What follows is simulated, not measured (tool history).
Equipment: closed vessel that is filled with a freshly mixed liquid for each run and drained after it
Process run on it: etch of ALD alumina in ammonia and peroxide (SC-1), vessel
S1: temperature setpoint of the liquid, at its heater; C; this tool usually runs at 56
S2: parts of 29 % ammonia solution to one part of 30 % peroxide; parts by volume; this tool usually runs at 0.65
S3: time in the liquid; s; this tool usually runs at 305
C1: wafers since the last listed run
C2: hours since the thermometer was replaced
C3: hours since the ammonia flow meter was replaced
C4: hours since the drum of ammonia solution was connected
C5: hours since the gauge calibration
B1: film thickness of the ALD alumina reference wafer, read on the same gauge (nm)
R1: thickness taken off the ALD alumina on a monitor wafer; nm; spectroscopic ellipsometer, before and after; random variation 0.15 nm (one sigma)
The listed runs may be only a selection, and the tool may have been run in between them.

{"run": 1, "hour": 0.0, "S1": 56, "S2": 0.4, "S3": 195, "C1": 0, "C2": 830.3, "C3": 979.6, "C4": 257.2, "C5": 49.3, "B1": 69.98, "R1": 12.08}
{"run": 2, "hour": 15.8, "S1": 50.5, "S2": 0.65, "S3": 305, "C1": 1329, "C2": 846.1, "C3": 995.4, "C4": 273, "C5": 65.1, "B1": 69.96, "R1": 14.62}
{"run": 3, "hour": 25.0, "S1": 50.5, "S2": 0.65, "S3": 305, "C1": 774, "C2": 855.3, "C3": 1004.6, "C4": 282.2, "C5": 74.3, "B1": 69.96, "R1": 14.81}
{"run": 4, "hour": 37.4, "S1": 50.5, "S2": 0.65, "S3": 305, "C1": 1043, "C2": 867.7, "C3": 1017, "C4": 294.6, "C5": 86.7, "B1": 69.99, "R1": 14.71}
{"run": 5, "hour": 45.1, "S1": 56, "S2": 0.65, "S3": 305, "C1": 647, "C2": 875.4, "C3": 1024.7, "C4": 302.3, "C5": 94.4, "B1": 70.01, "R1": 20}
{"run": 6, "hour": 59.5, "S1": 56, "S2": 0.65, "S3": 305, "C1": 1211, "C2": 889.8, "C3": 1039.1, "C4": 316.7, "C5": 108.8, "B1": 70.02, "R1": 20.02}
{"run": 7, "hour": 71.8, "S1": 56, "S2": 0.65, "S3": 305, "C1": 1034, "C2": 902.1, "C3": 1051.4, "C4": 329, "C5": 121.1, "B1": 69.99, "R1": 19.77}
{"run": 8, "hour": 86.7, "S1": 56, "S2": 0.65, "S3": 305, "C1": 1253, "C2": 917, "C3": 1066.3, "C4": 343.9, "C5": 136, "B1": 69.95, "R1": 20.01}
{"run": 9, "hour": 102.2, "S1": 56, "S2": 0.65, "S3": 305, "C1": 1304, "C2": 932.5, "C3": 1081.8, "C4": 359.4, "C5": 151.5, "B1": 70.01, "R1": 20.01}
{"run": 10, "hour": 110.6, "S1": 56, "S2": 0.65, "S3": 305, "C1": 706, "C2": 940.9, "C3": 1090.2, "C4": 367.8, "C5": 159.9, "B1": 69.99, "R1": 20.07}
{"run": 11, "hour": 120.5, "S1": 56, "S2": 0.65, "S3": 305, "C1": 832, "C2": 950.8, "C3": 1100.1, "C4": 377.7, "C5": 169.8, "B1": 69.99, "R1": 19.9}
{"run": 12, "hour": 127.8, "S1": 56, "S2": 0.65, "S3": 305, "C1": 614, "C2": 958.1, "C3": 1107.4, "C4": 385, "C5": 177.1, "B1": 70, "R1": 19.64}
{"run": 13, "hour": 139.2, "S1": 56, "S2": 0.85, "S3": 265, "C1": 959, "C2": 969.5, "C3": 1118.8, "C4": 396.4, "C5": 188.5, "B1": 70, "R1": 17.46}
{"run": 14, "hour": 152.9, "S1": 56, "S2": 0.85, "S3": 265, "C1": 1152, "C2": 983.2, "C3": 1132.5, "C4": 410.1, "C5": 202.2, "B1": 70.03, "R1": 17.79}
{"run": 15, "hour": 163.8, "S1": 62.5, "S2": 0.9, "S3": 250, "C1": 917, "C2": 994.1, "C3": 1143.4, "C4": 421, "C5": 213.1, "B1": 69.97, "R1": 23.76}
{"run": 16, "hour": 180.4, "S1": 49, "S2": 0.65, "S3": 435, "C1": 1396, "C2": 1010.7, "C3": 1160, "C4": 437.6, "C5": 229.7, "B1": 70.01, "R1": 19.49}
{"hour": 184.6, "done": "ammonia flow meter replaced"}
{"run": 17, "hour": 191.3, "S1": 65, "S2": 0.85, "S3": 305, "C1": 832, "C2": 1021.6, "C3": 6.7, "C4": 448.5, "C5": 240.6, "B1": 69.99, "R1": 32.08}
{"run": 18, "hour": 203.3, "S1": 56, "S2": 0.85, "S3": 305, "C1": 1009, "C2": 1033.6, "C3": 18.7, "C4": 460.5, "C5": 252.6, "B1": 70, "R1": 20.42}
{"run": 19, "hour": 210.5, "S1": 50.5, "S2": 0.65, "S3": 305, "C1": 605, "C2": 1040.8, "C3": 25.9, "C4": 467.7, "C5": 259.8, "B1": 70.03, "R1": 14.8}
{"run": 20, "hour": 225.4, "S1": 63.5, "S2": 0.55, "S3": 220, "C1": 1253, "C2": 1055.7, "C3": 40.8, "C4": 482.6, "C5": 274.7, "B1": 69.99, "R1": 20.45}
{"run": 21, "hour": 234.8, "S1": 56, "S2": 0.45, "S3": 305, "C1": 790, "C2": 1065.1, "C3": 50.2, "C4": 492, "C5": 284.1, "B1": 70, "R1": 19.26}
{"run": 22, "hour": 249.5, "S1": 56, "S2": 0.65, "S3": 305, "C1": 1236, "C2": 1079.8, "C3": 64.9, "C4": 506.7, "C5": 298.8, "B1": 69.98, "R1": 19.95}
{"run": 23, "hour": 257.0, "S1": 56, "S2": 0.75, "S3": 445, "C1": 630, "C2": 1087.3, "C3": 72.4, "C4": 514.2, "C5": 306.3, "B1": 70.01, "R1": 29.38}

Predict the results of run 24:
{"hour": 257.1, "done": "gauge calibrated"}
{"hour": 264.7, "done": "thermometer replaced"}
{"hour": 266.4, "done": "new drum of ammonia solution connected"}
{"run": 24, "hour": 272.6, "S1": 60, "S2": 0.75, "S3": 480, "C1": 1144, "C2": 7.9, "C3": 88, "C4": 6.2, "C5": 15.5, "B1": "?", "R1": "?"}

{"run 24": {"B1": 70.01, "R1": 38.93}}
If the tool had no hidden condition, the same run with the same run-to-run variation would have returned R1 38.93 nm.
